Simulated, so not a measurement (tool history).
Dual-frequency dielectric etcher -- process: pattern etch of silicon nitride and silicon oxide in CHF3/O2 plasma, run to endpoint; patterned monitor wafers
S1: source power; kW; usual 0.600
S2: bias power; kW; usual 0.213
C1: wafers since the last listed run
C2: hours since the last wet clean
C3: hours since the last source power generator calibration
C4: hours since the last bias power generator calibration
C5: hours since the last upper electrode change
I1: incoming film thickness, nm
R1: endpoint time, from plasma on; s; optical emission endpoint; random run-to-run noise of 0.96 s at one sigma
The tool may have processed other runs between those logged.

run,hour,S1,S2,C1,C2,C3,C4,C5,I1,R1
1,0.0,0.600,0.213,0,179.1,3696.0,1851.7,4132.6,175.8,117.0
2,8.9,0.600,0.213,56,188.0,3704.9,1860.6,4141.5,177.5,118.7
3,20.5,0.540,0.213,73,199.6,3716.5,1872.2,4153.1,175.7,121.3
4,30.2,0.540,0.213,61,209.3,3726.2,1881.9,4162.8,176.0,120.3
5,42.6,0.540,0.213,78,221.7,3738.6,1894.3,4175.2,172.9,118.9
6,59.4,0.600,0.213,106,238.5,3755.4,1911.1,4192.0,174.5,117.8
7,73.5,0.600,0.213,89,252.6,3769.5,1925.2,4206.1,176.1,118.0
8,88.2,0.600,0.213,93,267.3,3784.2,1939.9,4220.8,176.1,117.1
9,97.2,0.560,0.197,57,276.3,3793.2,1948.9,4229.8,175.3,123.0
10,105.4,0.560,0.197,52,284.5,3801.4,1957.1,4238.0,177.0,124.8
11,120.7,0.560,0.197,97,299.8,3816.7,1972.4,4253.3,176.7,123.8
12,127.1,0.670,0.213,40,306.2,3823.1,1978.8,4259.7,174.6,113.5
13,141.1,0.600,0.213,88,320.2,3837.1,1992.8,4273.7,175.8,120.0
14,147.7,0.600,0.213,41,326.8,3843.7,1999.4,4280.3,175.1,117.7
15,192.8,0.600,0.213,286,371.9,3888.8,2044.5,4325.4,174.8,118.3
# hour 219.2: wet clean of the chamber
16,219.7,0.600,0.213,18,0.5,3915.7,2071.4,4352.3,174.9,113.4
17,220.1,0.740,0.213,2,0.9,3916.1,2071.8,4352.7,175.2,103.9
18,232.2,0.600,0.213,76,13.0,3928.2,2083.9,4364.8,175.9,113.3
19,244.1,0.660,0.213,75,24.9,3940.1,2095.8,4376.7,175.5,111.4
# hour 250.5: source power generator calibrated
# hour 257.5: bias power generator calibrated
20,258.0,0.640,0.176,37,38.8,7.5,0.5,4390.6,174.6,116.8
21,263.5,0.540,0.172,34,44.3,13.0,6.0,4396.1,175.2,126.0
22,274.0,0.600,0.238,66,54.8,23.5,16.5,4406.6,176.3,108.8
# hour 304.1: upper electrode replaced, of another model than before
23,304.6,0.460,0.186,41,85.4,54.1,47.1,0.5,175.4,126.4
24,305.0,0.540,0.264,2,85.8,54.5,47.5,0.9,175.2,106.1
25,306.0,0.670,0.261,6,86.8,55.5,48.5,1.9,174.4,102.8
26,356.6,0.550,0.213,321,137.4,106.1,99.1,52.5,177.6,119.6
27,367.3,0.640,0.196,67,148.1,116.8,109.8,63.2,177.0,119.7
28,374.5,0.600,0.213,45,155.3,124.0,117.0,70.4,174.6,114.3
29,389.8,0.510,0.180,97,170.6,139.3,132.3,85.7,174.8,127.5
30,401.3,0.600,0.213,73,182.1,150.8,143.8,97.2,175.0,115.3
31,417.4,0.500,0.162,102,198.2,166.9,159.9,113.3,173.7,134.8
32,453.5,0.600,0.213,229,234.3,203.0,196.0,149.4,176.1,118.3
33,460.6,0.600,0.213,45,241.4,210.1,203.1,156.5,174.9,116.2

Exercise: give the hidden state of the tool at every run:
source power that arrives over what is set, %: 0 in every run
bias power that arrives over what is set, %: 0 in every run
H1: etch rate over this chamber's usual, %
run,H1
1,-3.45
2,-3.58
3,-3.75
4,-3.9
5,-4.08
6,-4.33
7,-4.54
8,-4.76
9,-4.89
10,-5.01
11,-5.24
12,-5.33
13,-5.54
14,-5.64
15,-6.31
16,-0.443
17,-0.449
18,-0.629
19,-0.805
20,-1.01
21,-1.09
22,-1.25
23,-1.7
24,-1.71
25,-1.72
26,-2.47
27,-2.63
28,-2.74
29,-2.97
30,-3.14
31,-3.37
32,-3.91
33,-4.01
